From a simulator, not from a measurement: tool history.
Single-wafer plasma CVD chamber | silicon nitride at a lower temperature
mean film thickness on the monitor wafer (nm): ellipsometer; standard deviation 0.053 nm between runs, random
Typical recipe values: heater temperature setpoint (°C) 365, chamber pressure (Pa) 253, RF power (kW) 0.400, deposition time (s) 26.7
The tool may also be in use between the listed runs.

| run | hour | heater temperature setpoint (°C) | chamber pressure (Pa) | RF power (kW) | deposition time (s) | wafers since the last listed run | hours since the last thermocouple change | hours since the last RF generator calibration | hours since the last manometer calibration | hours since the showerhead was replaced | hours since the gauge calibration | read-back reference wafer on the same gauge, thickness_nm | mean film thickness on the monitor wafer (nm) |
|---|---|---|---|---|---|---|---|---|---|---|---|---|---|
| 1 | 0.0 | 365 | 253 | 0.400 | 26.7 | 0 | 2560.3 | 1989.8 | 1228.9 | 4073.6 | 136.1 | 29.290 | 35.343 |
| 2 | 14.9 | 365 | 253 | 0.400 | 26.7 | 465 | 2575.2 | 2004.7 | 1243.8 | 4088.5 | 151.0 | 29.300 | 35.432 |
|  | 23.7 | gauge calibrated |
| 3 | 25.9 | 365 | 253 | 0.400 | 26.7 | 343 | 2586.2 | 2015.7 | 1254.8 | 4099.5 | 2.2 | 29.308 | 35.350 |
| 4 | 34.9 | 365 | 253 | 0.400 | 26.7 | 281 | 2595.2 | 2024.7 | 1263.8 | 4108.5 | 11.2 | 29.293 | 35.370 |
| 5 | 51.6 | 365 | 253 | 0.420 | 26.7 | 521 | 2611.9 | 2041.4 | 1280.5 | 4125.2 | 27.9 | 29.300 | 36.089 |
| 6 | 58.9 | 365 | 253 | 0.420 | 26.7 | 227 | 2619.2 | 2048.7 | 1287.8 | 4132.5 | 35.2 | 29.287 | 36.147 |
| 7 | 65.2 | 365 | 253 | 0.400 | 26.7 | 196 | 2625.5 | 2055.0 | 1294.1 | 4138.8 | 41.5 | 29.302 | 35.402 |
| 8 | 74.7 | 365 | 253 | 0.400 | 26.7 | 296 | 2635.0 | 2064.5 | 1303.6 | 4148.3 | 51.0 | 29.297 | 35.352 |
|  | 83.2 | RF generator calibrated |
| 9 | 92.0 | 365 | 253 | 0.400 | 26.7 | 290 | 2652.3 | 8.8 | 1320.9 | 4165.6 | 68.3 | 29.274 | 35.398 |
|  | 102.4 | thermocouple changed; heater temperature recalibrated |
| 10 | 102.8 | 365 | 253 | 0.400 | 28.8 | 87 | 0.4 | 19.6 | 1331.7 | 4176.4 | 79.1 | 29.309 | 38.159 |
|  | 117.0 | capacitance manometer re-zeroed and calibrated |
| 11 | 117.5 | 365 | 253 | 0.400 | 26.7 | 209 | 15.1 | 34.3 | 0.5 | 4191.1 | 93.8 | 29.294 | 35.471 |
| 12 | 123.9 | 365 | 292 | 0.350 | 26.7 | 199 | 21.5 | 40.7 | 6.9 | 4197.5 | 100.2 | 29.294 | 34.788 |
| 13 | 141.3 | 365 | 303 | 0.425 | 31.0 | 543 | 38.9 | 58.1 | 24.3 | 4214.9 | 117.6 | 29.300 | 43.973 |
| 14 | 153.0 | 350 | 232 | 0.400 | 28.2 | 365 | 50.6 | 69.8 | 36.0 | 4226.6 | 129.3 | 29.310 | 36.751 |
| 15 | 164.6 | 371 | 253 | 0.470 | 21.5 | 362 | 62.2 | 81.4 | 47.6 | 4238.2 | 140.9 | 29.298 | 30.241 |
| 16 | 176.5 | 365 | 253 | 0.400 | 26.7 | 371 | 74.1 | 93.3 | 59.5 | 4250.1 | 152.8 | 29.291 | 35.372 |
|  | 184.2 | gauge calibrated |
|  | 202.2 | showerhead replaced |
| 17 | 221.1 | 371 | 253 | 0.470 | 21.5 | 1142 | 118.7 | 137.9 | 104.1 | 18.9 | 36.9 | 29.311 | 30.335 |
| 18 | 236.8 | 365 | 232 | 0.440 | 28.9 | 490 | 134.4 | 153.6 | 119.8 | 34.6 | 52.6 | 29.301 | 38.916 |
| 19 | 249.9 | 351 | 253 | 0.400 | 26.7 | 409 | 147.5 | 166.7 | 132.9 | 47.7 | 65.7 | 29.300 | 35.610 |
| 20 | 261.8 | 354 | 253 | 0.400 | 22.4 | 371 | 159.4 | 178.6 | 144.8 | 59.6 | 77.6 | 29.291 | 29.725 |
| 21 | 268.4 | 365 | 253 | 0.400 | 26.7 | 206 | 166.0 | 185.2 | 151.4 | 66.2 | 84.2 | 29.310 | 35.380 |

Hidden condition of the tool, last listed run before each entry between runs versus first listed run after:
Between runs 2 and 3: gauge calibrated (hour 23.7)
  both runs share identical hidden conditions
Between runs 8 and 9: RF generator calibrated (hour 83.2)
  both runs share identical hidden conditions
Between runs 9 and 10: thermocouple changed; heater temperature recalibrated (hour 102.4)
  both runs share identical hidden conditions
Between runs 10 and 11: capacitance manometer re-zeroed and calibrated (hour 117.0)
  both runs share identical hidden conditions
Between runs 16 and 17: gauge calibrated (hour 184.2); showerhead replaced (hour 202.2)
  both runs share identical hidden conditions
